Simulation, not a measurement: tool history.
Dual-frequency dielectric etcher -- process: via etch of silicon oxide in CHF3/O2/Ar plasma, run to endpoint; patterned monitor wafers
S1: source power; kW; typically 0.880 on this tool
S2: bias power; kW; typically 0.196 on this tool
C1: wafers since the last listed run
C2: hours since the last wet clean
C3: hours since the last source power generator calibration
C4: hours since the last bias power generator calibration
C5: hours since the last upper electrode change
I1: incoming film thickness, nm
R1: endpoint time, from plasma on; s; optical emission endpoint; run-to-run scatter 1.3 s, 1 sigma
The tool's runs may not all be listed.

run,hour,S1,S2,C1,C2,C3,C4,C5,I1,R1
1,0.0,0.880,0.196,0,97.8,1675.0,1686.4,3944.0,516.1,229.1
2,118.5,0.880,0.196,786,216.3,1793.5,1804.9,4062.5,522.7,235.2
3,221.8,0.880,0.196,685,319.6,1896.8,1908.2,4165.8,520.0,233.6
4,312.0,0.880,0.184,598,409.8,1987.0,1998.4,4256.0,531.4,245.5
5,351.8,0.880,0.184,264,449.6,2026.8,2038.2,4295.8,517.0,239.5
6,444.5,0.880,0.184,615,542.3,2119.5,2130.9,4388.5,522.7,246.3
# hour 488.3: wet clean of the chamber
7,488.8,0.880,0.213,134,0.5,2163.8,2175.2,4432.8,524.4,229.6
8,540.4,0.880,0.213,342,52.1,2215.4,2226.8,4484.4,523.3,232.8
# hour 577.0: upper electrode replaced
9,599.9,0.880,0.213,235,111.6,2274.9,2286.3,22.9,517.3,227.1
10,706.2,0.880,0.215,705,217.9,2381.2,2392.6,129.2,519.5,229.0
11,762.1,0.880,0.196,370,273.8,2437.1,2448.5,185.1,521.2,235.8
# hour 799.3: bias power generator calibrated
12,829.9,0.880,0.196,423,341.6,2504.9,30.6,252.9,520.7,238.3
13,889.6,0.880,0.221,396,401.3,2564.6,90.3,312.6,525.0,236.1
14,935.0,0.880,0.196,301,446.7,2610.0,135.7,358.0,525.4,243.4
15,1003.7,0.970,0.196,455,515.4,2678.7,204.4,426.7,523.5,236.9
# hour 1069.5: source power generator calibrated
# hour 1132.1: wet clean of the chamber
16,1302.2,0.710,0.177,1795,170.1,232.7,502.9,725.2,523.3,255.4
17,1396.9,0.880,0.176,628,264.8,327.4,597.6,819.9,525.3,245.5
18,1444.5,0.880,0.196,315,312.4,375.0,645.2,867.5,527.7,241.9
19,1548.6,0.990,0.196,690,416.5,479.1,749.3,971.6,523.9,232.0
20,1592.8,1.020,0.196,293,460.7,523.3,793.5,1015.8,518.8,227.9
# hour 1684.5: wet clean of the chamber
21,1694.4,0.770,0.184,514,9.9,624.9,895.1,1117.4,521.4,245.1
22,1784.4,0.880,0.181,597,99.9,714.9,985.1,1207.4,523.6,240.7
23,1828.8,1.080,0.196,294,144.3,759.3,1029.5,1251.8,523.1,221.4

Describe how what the log doesn't record of the tool's condition differs between the last listed run preceding each entry between runs and the first listed run following it.
Run 6 -> run 7: wet clean of the chamber (hour 488.3)
  etch rate over this chamber's usual, %: -3.35 -> -0.379
  measured value less the no-hidden-state value, R1: +8.3 -> +0.8 s
Run 8 -> run 9: upper electrode replaced (hour 577.0)
  etch rate over this chamber's usual, %: -0.781 -> -1.24
  measured value less the no-hidden-state value, R1: +1.8 -> +2.9 s
Run 11 -> run 12: bias power generator calibrated (hour 799.3)
  etch rate over this chamber's usual, %: -2.51 -> -3.04
  measured value less the no-hidden-state value, R1: +5.9 -> +7.2 s
Run 15 -> run 16: source power generator calibrated (hour 1069.5); wet clean of the chamber (hour 1132.1)
  etch rate over this chamber's usual, %: -4.39 -> -1.24
  measured value less the no-hidden-state value, R1: +10.4 -> +3.2 s
Run 20 -> run 21: wet clean of the chamber (hour 1684.5)
  etch rate over this chamber's usual, %: -3.51 -> -0.273
  measured value less the no-hidden-state value, R1: +8.0 -> +0.7 s
